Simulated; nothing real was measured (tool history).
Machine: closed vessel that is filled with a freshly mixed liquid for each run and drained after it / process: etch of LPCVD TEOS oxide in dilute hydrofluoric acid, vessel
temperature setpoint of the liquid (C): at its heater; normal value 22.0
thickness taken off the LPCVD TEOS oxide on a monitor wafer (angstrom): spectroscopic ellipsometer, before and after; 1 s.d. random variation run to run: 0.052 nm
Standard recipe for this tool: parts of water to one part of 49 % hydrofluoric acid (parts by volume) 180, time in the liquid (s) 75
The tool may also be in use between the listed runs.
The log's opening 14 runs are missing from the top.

run,hour,temperature setpoint of the liquid (C),parts of water to one part of 49 % hydrofluoric acid (parts by volume),time in the liquid (s),"read-back film thickness of the LPCVD TEOS oxide reference wafer, read on the same gauge (nm)",thickness taken off the LPCVD TEOS oxide on a monitor wafer (angstrom)
15,446.5,22.0,180,50,70.00,44.4
16,468.6,26.5,210,50,69.99,43.4
17,486.6,22.0,180,115,70.02,103.3
18,504.6,22.0,180,75,70.00,67.5
19,535.9,22.0,180,75,70.01,66.2
20,571.7,22.0,180,45,70.03,40.4
# hour 579.7: hydrofluoric acid flow meter replaced
# hour 603.4: thermometer replaced
21,606.7,25.0,205,75,70.01,59.3
22,626.0,22.0,105,30,70.00,46.6
23,674.4,22.0,180,75,70.02,63.1
24,770.2,26.0,180,55,69.99,53.9
25,804.8,25.0,210,75,69.99,58.6
26,835.4,22.0,180,60,70.00,50.6
27,850.2,22.0,95,95,70.00,167.4
28,878.5,22.0,205,75,70.02,54.4
29,892.4,19.0,245,60,70.02,31.3
30,906.2,22.0,180,75,69.99,63.8
31,934.5,18.0,265,120,70.00,54.5
32,981.7,25.5,180,75,70.00,73.0
33,996.6,27.0,180,105,69.97,109.2

4 options for the next run, each taken on its own from the tool as it stands now. Forecast them:
A,997.3,22.0,180,105,?,?
B,997.3,18.5,180,35,?,?
C,997.3,22.0,125,75,?,?
D,997.3,22.0,115,60,?,?

run,"read-back film thickness of the LPCVD TEOS oxide reference wafer, read on the same gauge (nm)",thickness taken off the LPCVD TEOS oxide on a monitor wafer (angstrom)
A,70.02,91.6
B,70.02,26.7
C,70.02,100.2
D,70.02,88.2
Without the tool's unlogged condition, the same runs would have read:
run,thickness taken off the LPCVD TEOS oxide on a monitor wafer (angstrom)
A,87.9
B,25.6
C,96.0
D,84.4
